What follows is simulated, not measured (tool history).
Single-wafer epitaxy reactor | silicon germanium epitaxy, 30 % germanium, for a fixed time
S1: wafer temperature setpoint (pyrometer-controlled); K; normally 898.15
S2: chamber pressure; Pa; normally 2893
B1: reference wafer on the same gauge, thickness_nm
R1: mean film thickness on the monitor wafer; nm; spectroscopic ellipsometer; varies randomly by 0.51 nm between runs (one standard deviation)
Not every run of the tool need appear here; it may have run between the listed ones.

Run 1, hour 0.0: usual settings; B1 107.274. Result: R1 85.732 nm.
Run 2, hour 101.2: usual settings; B1 107.242. Result: R1 85.053 nm.
Run 3, hour 198.7: usual settings but S1 906.15 K, S2 2453 Pa; B1 107.292. Result: R1 87.353 nm.
Run 4, hour 289.2: usual settings but S1 906.15 K, S2 2453 Pa; B1 107.388. Result: R1 87.575 nm.
Run 5, hour 381.8: usual settings; B1 107.333. Result: R1 83.595 nm.
Run 6, hour 473.5: usual settings; B1 107.219. Result: R1 83.220 nm.
Run 7, hour 555.1: usual settings; B1 107.299. Result: R1 83.517 nm.
Run 8, hour 652.1: usual settings but S1 892.15 K, S2 2626 Pa; B1 107.383. Result: R1 72.270 nm.
At hour 664.7: capacitance manometer re-zeroed and calibrated.
Run 9, hour 712.2: usual settings but S1 892.15 K, S2 2626 Pa; B1 107.310. Result: R1 75.002 nm.
Run 10, hour 799.7: usual settings; B1 107.321. Result: R1 85.599 nm.
Run 11, hour 891.8: usual settings; B1 107.419. Result: R1 84.963 nm.
Run 12, hour 929.2: usual settings; B1 107.224. Result: R1 86.169 nm.
At hour 969.9: gauge calibrated.
Run 13, hour 993.0: usual settings but S1 890.15 K, S2 2373 Pa; B1 107.198. Result: R1 68.017 nm.
Run 14, hour 1070.4: usual settings but S1 892.15 K, S2 2626 Pa; B1 107.224. Result: R1 74.104 nm.
Run 15, hour 1132.9: usual settings but S1 912.15 K; B1 107.298. Result: R1 104.879 nm.
Run 16, hour 1175.7: usual settings but S1 890.15 K, S2 3093 Pa; B1 107.301. Result: R1 76.272 nm.
At hour 1406.5: showerhead replaced.
Run 17, hour 1407.0: usual settings but S1 903.15 K, S2 3293 Pa; B1 107.352. Result: R1 95.138 nm.
Run 18, hour 1459.5: usual settings; B1 107.310. Result: R1 83.493 nm.
Run 19, hour 1598.7: usual settings but S1 892.15 K, S2 2626 Pa; B1 107.225. Result: R1 73.355 nm.
Run 20, hour 1641.0: usual settings but S2 3573 Pa; B1 107.382. Result: R1 91.634 nm.
Run 21, hour 1696.8: usual settings but S2 2226 Pa; B1 107.216. Result: R1 72.502 nm.
Run 22, hour 1753.2: usual settings; B1 107.330. Result: R1 83.349 nm.
At hour 1773.4: pyrometer calibrated.
Run 23, hour 1825.1: usual settings; B1 107.412. Result: R1 88.304 nm.
Run 24, hour 1890.0: usual settings but S1 903.15 K, S2 2440 Pa; B1 107.205. Result: R1 87.367 nm.
Run 25, hour 1989.9: usual settings but S2 2266 Pa; B1 107.280. Result: R1 77.293 nm.
Run 26, hour 2033.2: usual settings but S1 912.15 K; B1 107.307. Result: R1 107.386 nm.
Run 27, hour 2101.9: usual settings but S1 892.15 K; B1 107.447. Result: R1 77.944 nm.
Run 28, hour 2182.6: usual settings but S2 3373 Pa; B1 107.316. Result: R1 91.711 nm.
Run 29, hour 2266.2: usual settings but S1 909.15 K, S2 3440 Pa; B1 107.343. Result: R1 108.622 nm.
Run 30, hour 2347.9: usual settings but S1 912.15 K, S2 3160 Pa; B1 107.365. Result: R1 108.149 nm.
At hour 2372.1: capacitance manometer re-zeroed and calibrated.
Run 31, hour 2403.8: usual settings but S2 3333 Pa; B1 107.204. Result: R1 93.804 nm.
Run 32, hour 2442.7: usual settings; B1 107.127. Result: R1 88.171 nm.
Run 33, hour 2531.2: usual settings but S2 3413 Pa; B1 107.409. Result: R1 94.662 nm.
Run 34, hour 2569.2: usual settings; B1 107.194. Result: R1 86.648 nm.

5 ways to go on from here, each from the tool as it stands after run 34. What would each give?
Run A, hour 2569.6: usual settings but S1 886.15 K; B1 ?. Result: R1 ?.
Run B, hour 2569.6: usual settings but S1 910.15 K, S2 2386 Pa; B1 ?. Result: R1 ?.
Run C, hour 2569.6: usual settings but S1 891.15 K, S2 3226 Pa; B1 ?. Result: R1 ?.
Run D, hour 2569.6: usual settings but S1 908.15 K, S2 3200 Pa; B1 ?. Result: R1 ?.
Run E, hour 2569.6: usual settings but S1 890.15 K, S2 2453 Pa; B1 ?. Result: R1 ?.

run       B1       R1
  A  107.217   72.619
  B  107.217   95.309
  C  107.217   82.676
  D  107.217  106.679
  E  107.217   71.288
Without the tool's hidden state the same runs would have given:
run       R1
  A   76.095
  B   99.688
  C   86.599
  D  111.597
  E   74.676
